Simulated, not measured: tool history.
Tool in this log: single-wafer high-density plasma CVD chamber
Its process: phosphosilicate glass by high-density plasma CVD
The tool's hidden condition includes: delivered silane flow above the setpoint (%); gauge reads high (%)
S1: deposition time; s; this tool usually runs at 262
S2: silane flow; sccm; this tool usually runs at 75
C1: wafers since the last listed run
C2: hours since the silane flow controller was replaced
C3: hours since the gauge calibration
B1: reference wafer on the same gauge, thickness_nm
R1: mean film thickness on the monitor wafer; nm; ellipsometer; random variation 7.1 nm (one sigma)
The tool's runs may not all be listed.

run	hour	S1	S2	C1	C2	C3	B1	R1
1	0.0	262	71	0	3212.8	89.4	2222.316	1847.414
2	8.5	240	75	71	3221.3	97.9	2220.611	1779.084
3	15.2	262	75	55	3228.0	104.6	2217.104	1932.139
4	31.0	262	75	132	3243.8	120.4	2219.354	1926.776
5	40.5	262	68	79	3253.3	129.9	2220.023	1790.158
6	47.0	234	75	54	3259.8	136.4	2223.697	1716.003
7	62.0	234	75	125	3274.8	151.4	2218.511	1725.983
8	73.4	234	75	95	3286.2	162.8	2220.065	1713.048
9	89.6	231	75	135	3302.4	179.0	2220.096	1711.209
10	97.1	231	75	62	3309.9	186.5	2218.500	1704.017
11	105.1	262	75	66	3317.9	194.5	2219.838	1923.930
12	120.4	262	82	127	3333.2	209.8	2220.391	2073.063
# hour 133.7: silane flow controller replaced
13	134.2	262	82	48	0.5	223.6	2219.876	2075.677
14	136.8	262	82	21	3.1	226.2	2218.810	2067.018
15	151.9	262	75	126	18.2	241.3	2222.346	1935.348
16	167.8	262	75	132	34.1	257.2	2223.340	1942.441
17	173.9	299	75	50	40.2	263.3	2218.476	2219.861
# hour 179.4: gauge calibrated
18	190.6	299	75	139	56.9	11.2	2220.201	2197.173
19	207.1	262	67	137	73.4	27.7	2220.222	1772.684
20	215.0	262	75	66	81.3	35.6	2218.759	1933.791
21	229.0	289	88	116	95.3	49.6	2223.281	2423.345
22	246.8	237	85	148	113.1	67.4	2217.003	1917.703
23	254.2	237	85	61	120.5	74.8	2218.134	1931.990
24	269.2	310	63	125	135.5	89.8	2218.364	1987.469
25	275.6	233	75	53	141.9	96.2	2218.538	1717.229
26	287.0	262	75	95	153.3	107.6	2219.443	1926.604
27	300.1	262	75	109	166.4	120.7	2218.900	1930.856
28	307.8	295	68	64	174.1	128.4	2219.516	2003.887
29	322.5	262	75	122	188.8	143.1	2219.589	1933.815
30	329.1	235	62	55	195.4	149.7	2217.461	1484.311
31	345.0	217	63	132	211.3	165.6	2215.589	1390.562
32	362.3	281	80	144	228.6	182.9	2219.465	2183.466
33	375.6	313	64	111	241.9	196.2	2218.986	2033.606
34	391.9	235	62	136	258.2	212.5	2221.601	1494.927
35	403.4	262	75	96	269.7	224.0	2221.410	1930.447
36	410.9	262	75	62	277.2	231.5	2224.357	1938.352
37	419.4	248	62	71	285.7	240.0	2222.021	1569.559
38	435.1	225	62	131	301.4	255.7	2219.542	1428.075
39	445.5	311	75	86	311.8	266.1	2222.063	2293.739

Branching from run 39: 3 alternative next runs. What would each branch give?
A	446.0	262	75	4	312.3	266.6	?	?
B	446.0	310	60	4	312.3	266.6	?	?
C	446.0	313	88	4	312.3	266.6	?	?

run	B1	R1
A	2219.519	1940.046
B	2219.519	1924.510
C	2219.519	2642.303
Without the tool's unlogged condition, the same runs would have read:
run	R1
A	1940.046
B	1924.510
C	2642.303
